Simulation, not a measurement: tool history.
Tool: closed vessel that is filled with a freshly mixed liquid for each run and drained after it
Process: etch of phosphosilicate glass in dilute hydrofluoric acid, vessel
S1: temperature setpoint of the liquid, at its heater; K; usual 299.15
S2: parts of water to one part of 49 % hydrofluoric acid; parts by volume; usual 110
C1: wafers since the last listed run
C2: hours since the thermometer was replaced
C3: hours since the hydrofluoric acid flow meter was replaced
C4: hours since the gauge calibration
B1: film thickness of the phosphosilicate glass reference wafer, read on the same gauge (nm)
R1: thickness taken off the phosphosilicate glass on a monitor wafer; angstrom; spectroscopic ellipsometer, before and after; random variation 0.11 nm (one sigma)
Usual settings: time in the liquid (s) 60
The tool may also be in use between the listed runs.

Run 1, hour 0: usual settings but S1 300.65 K; C1 0; C2 464.7; C3 1212.2; C4 79.5; B1 70.01. Result: R1 358.9 angstrom.
Run 2, hour 7.8: usual settings but S1 300.65 K; C1 495; C2 472.5; C3 1220; C4 87.3; B1 70.01. Result: R1 357 angstrom.
Run 3, hour 16.1: usual settings; C1 527; C2 480.8; C3 1228.3; C4 95.6; B1 70. Result: R1 336.5 angstrom.
Run 4, hour 29: usual settings; C1 819; C2 493.7; C3 1241.2; C4 108.5; B1 69.97. Result: R1 336.3 angstrom.
Run 5, hour 38.5: usual settings; C1 603; C2 503.2; C3 1250.7; C4 118; B1 70.03. Result: R1 336.1 angstrom.
Run 6, hour 45.4: usual settings but S2 75 parts by volume, time in the liquid (s) 45; C1 438; C2 510.1; C3 1257.6; C4 124.9; B1 70. Result: R1 387.3 angstrom.
Run 7, hour 52.1: usual settings but S2 75 parts by volume, time in the liquid (s) 45; C1 425; C2 516.8; C3 1264.3; C4 131.6; B1 70.02. Result: R1 385.6 angstrom.
Run 8, hour 58.3: usual settings but S1 301.65 K, time in the liquid (s) 35; C1 393; C2 523; C3 1270.5; C4 137.8; B1 69.99. Result: R1 214.8 angstrom.
At hour 62: hydrofluoric acid flow meter replaced.
Run 9, hour 75.6: usual settings but S2 75 parts by volume, time in the liquid (s) 45; C1 1035; C2 540.3; C3 13.6; C4 155.1; B1 70. Result: R1 383.3 angstrom.
At hour 81.2: gauge calibrated.
Run 10, hour 86.4: usual settings but S1 302.15 K, S2 125 parts by volume, time in the liquid (s) 45; C1 686; C2 551.1; C3 24.4; C4 5.2; B1 69.98. Result: R1 244.3 angstrom.
Run 11, hour 99.8: usual settings but S1 295.65 K, S2 160 parts by volume, time in the liquid (s) 30; C1 851; C2 564.5; C3 37.8; C4 18.6; B1 69.99. Result: R1 94.6 angstrom.
Run 12, hour 107.3: usual settings but S1 303.65 K, S2 90 parts by volume; C1 476; C2 572; C3 45.3; C4 26.1; B1 70. Result: R1 497.3 angstrom.
At hour 111.7: thermometer replaced.
Run 13, hour 116.9: usual settings but time in the liquid (s) 70; C1 546; C2 5.2; C3 54.9; C4 35.7; B1 70.01. Result: R1 420.6 angstrom.
Run 14, hour 123.8: usual settings but S2 80 parts by volume; C1 438; C2 12.1; C3 61.8; C4 42.6; B1 69.98. Result: R1 515.7 angstrom.
Run 15, hour 145.2: usual settings but S1 301.65 K; C1 1359; C2 33.5; C3 83.2; C4 64; B1 70. Result: R1 393.9 angstrom.
Run 16, hour 156.2: usual settings; C1 698; C2 44.5; C3 94.2; C4 75; B1 70. Result: R1 358.9 angstrom.

5 ways to go on from here, each from the tool as it stands after run 16. What would each give?
Run A, hour 156.9: usual settings; C1 44; C2 45.2; C3 94.9; C4 75.7; B1 ?. Result: R1 ?.
Run B, hour 156.9: usual settings but S2 130 parts by volume; C1 44; C2 45.2; C3 94.9; C4 75.7; B1 ?. Result: R1 ?.
Run C, hour 156.9: usual settings but S1 304.15 K, S2 55 parts by volume; C1 44; C2 45.2; C3 94.9; C4 75.7; B1 ?. Result: R1 ?.
Run D, hour 156.9: usual settings but S2 150 parts by volume; C1 44; C2 45.2; C3 94.9; C4 75.7; B1 ?. Result: R1 ?.
Run E, hour 156.9: usual settings but S1 302.65 K, S2 135 parts by volume, time in the liquid (s) 95; C1 44; C2 45.2; C3 94.9; C4 75.7; B1 ?. Result: R1 ?.

run     B1     R1
  A  70.01    358
  B  70.01  295.5
  C  70.01  938.4
  D  70.01    250
  E  70.01  510.4
Without the tool's hidden state the same runs would have given:
run     R1
  A  363.2
  B  299.7
  C  951.9
  D  253.5
  E  517.4
